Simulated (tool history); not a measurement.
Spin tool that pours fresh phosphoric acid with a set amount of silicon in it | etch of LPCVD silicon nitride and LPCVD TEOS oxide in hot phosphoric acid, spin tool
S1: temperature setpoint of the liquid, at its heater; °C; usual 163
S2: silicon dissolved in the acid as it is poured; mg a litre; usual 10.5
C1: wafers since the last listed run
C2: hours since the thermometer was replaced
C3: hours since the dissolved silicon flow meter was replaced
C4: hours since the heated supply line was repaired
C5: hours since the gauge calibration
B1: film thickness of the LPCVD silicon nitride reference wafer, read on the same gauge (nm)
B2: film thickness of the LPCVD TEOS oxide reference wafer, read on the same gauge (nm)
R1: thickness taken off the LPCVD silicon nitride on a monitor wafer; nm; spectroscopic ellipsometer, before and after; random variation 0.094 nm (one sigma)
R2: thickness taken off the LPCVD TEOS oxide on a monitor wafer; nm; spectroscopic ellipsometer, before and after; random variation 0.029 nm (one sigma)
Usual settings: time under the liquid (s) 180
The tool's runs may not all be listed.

run 1 hour=0 | S1=163 S2=10.5 time_under_the_liquid_(s)=100 | C1=0 C2=1514.3 C3=1923.7 C4=514.3 C5=132.2 | B1=60.01 B2=109.951 | R1=9.74 R2=0.615
run 2 hour=19.8 | S1=163 S2=10.5 time_under_the_liquid_(s)=100 | C1=170 C2=1534.1 C3=1943.5 C4=534.1 C5=152 | B1=59.98 B2=110.012 | R1=9.9 R2=0.607
run 3 hour=55.3 | S1=163 S2=10.5 time_under_the_liquid_(s)=100 | C1=306 C2=1569.6 C3=1979 C4=569.6 C5=187.5 | B1=59.98 B2=110.006 | R1=9.86 R2=0.571
run 4 hour=90.5 | S1=160.5 S2=10.5 time_under_the_liquid_(s)=180 | C1=303 C2=1604.8 C3=2014.2 C4=604.8 C5=222.7 | B1=59.98 B2=109.989 | R1=16.24 R2=0.925
run 5 hour=184.7 | S1=160.5 S2=10.5 time_under_the_liquid_(s)=180 | C1=812 C2=1699 C3=2108.4 C4=699 C5=316.9 | B1=59.99 B2=110.012 | R1=16.57 R2=0.982
run 6 hour=213.3 | S1=160.5 S2=10.5 time_under_the_liquid_(s)=180 | C1=246 C2=1727.6 C3=2137 C4=727.6 C5=345.5 | B1=60.02 B2=109.982 | R1=16.49 R2=0.961
-- hour=226.6 heated supply line repaired
run 7 hour=246.2 | S1=163 S2=10.5 time_under_the_liquid_(s)=180 | C1=275 C2=1760.5 C3=2169.9 C4=19.6 C5=378.4 | B1=59.99 B2=110.013 | R1=18.01 R2=1.115
run 8 hour=273 | S1=163 S2=10.5 time_under_the_liquid_(s)=180 | C1=231 C2=1787.3 C3=2196.7 C4=46.4 C5=405.2 | B1=59.99 B2=110.013 | R1=17.95 R2=1.153
-- hour=285 gauge calibrated
run 9 hour=299 | S1=163 S2=13.5 time_under_the_liquid_(s)=245 | C1=224 C2=1813.3 C3=2222.7 C4=72.4 C5=14 | B1=60.02 B2=109.976 | R1=24.29 R2=1.413
-- hour=308.8 dissolved silicon flow meter replaced
run 10 hour=331.4 | S1=160.5 S2=18 time_under_the_liquid_(s)=180 | C1=270 C2=1845.7 C3=22.6 C4=104.8 C5=46.4 | B1=59.98 B2=110.005 | R1=16.5 R2=0.764
run 11 hour=343.5 | S1=164.5 S2=13.5 time_under_the_liquid_(s)=115 | C1=104 C2=1857.8 C3=34.7 C4=116.9 C5=58.5 | B1=59.97 B2=109.976 | R1=11.98 R2=0.767
-- hour=347.9 thermometer replaced
run 12 hour=419.9 | S1=163 S2=10.5 time_under_the_liquid_(s)=140 | C1=650 C2=72 C3=111.1 C4=193.3 C5=134.9 | B1=60.03 B2=110.019 | R1=12.96 R2=0.766
run 13 hour=446.2 | S1=163 S2=10.5 time_under_the_liquid_(s)=180 | C1=226 C2=98.3 C3=137.4 C4=219.6 C5=161.2 | B1=59.98 B2=109.985 | R1=16.55 R2=0.969
run 14 hour=477.8 | S1=162 S2=17 time_under_the_liquid_(s)=120 | C1=272 C2=129.9 C3=169 C4=251.2 C5=192.8 | B1=59.95 B2=110.002 | R1=10.86 R2=0.518
run 15 hour=504.7 | S1=163 S2=6 time_under_the_liquid_(s)=90 | C1=231 C2=156.8 C3=195.9 C4=278.1 C5=219.7 | B1=59.99 B2=110.025 | R1=8.35 R2=0.54
run 16 hour=517.2 | S1=165.5 S2=7.5 time_under_the_liquid_(s)=110 | C1=107 C2=169.3 C3=208.4 C4=290.6 C5=232.2 | B1=59.97 B2=109.993 | R1=11.1 R2=0.702
run 17 hour=552.6 | S1=163 S2=6.5 time_under_the_liquid_(s)=180 | C1=305 C2=204.7 C3=243.8 C4=326 C5=267.6 | B1=60 B2=109.986 | R1=16.78 R2=1.019
run 18 hour=567.4 | S1=163 S2=10.5 time_under_the_liquid_(s)=180 | C1=127 C2=219.5 C3=258.6 C4=340.8 C5=282.4 | B1=59.98 B2=109.975 | R1=16.61 R2=0.936
run 19 hour=603 | S1=162 S2=17 time_under_the_liquid_(s)=120 | C1=307 C2=255.1 C3=294.2 C4=376.4 C5=318 | B1=60 B2=110.044 | R1=10.85 R2=0.5

Hidden state at the last listed run before each entry between runs and at the first one after, where it differs:
Between runs 6 and 7: heated supply line repaired (hour 226.6)
  liquid hotter than its thermometer reads (K): 2.62 -> 2.67
  measured less the result without the state, R1: +1.38 -> +1.52 nm; R2: +0.168 -> +0.196 nm
Between runs 8 and 9: gauge calibrated (hour 285)
  liquid hotter than its thermometer reads (K): 2.7 -> 2.74
  measured less the result without the state, R1: +1.53 -> +2.09 nm; R2: +0.205 -> +0.255 nm
Between runs 9 and 10: dissolved silicon flow meter replaced (hour 308.8)
  liquid hotter than its thermometer reads (K): 2.74 -> 2.78
  measured less the result without the state, R1: +2.09 -> +1.46 nm; R2: +0.255 -> +0.142 nm
Between runs 11 and 12: thermometer replaced (hour 347.9)
  liquid hotter than its thermometer reads (K): 2.8 -> 0.421
  measured less the result without the state, R1: +1.05 -> +0.18 nm; R2: +0.141 -> +0.023 nm
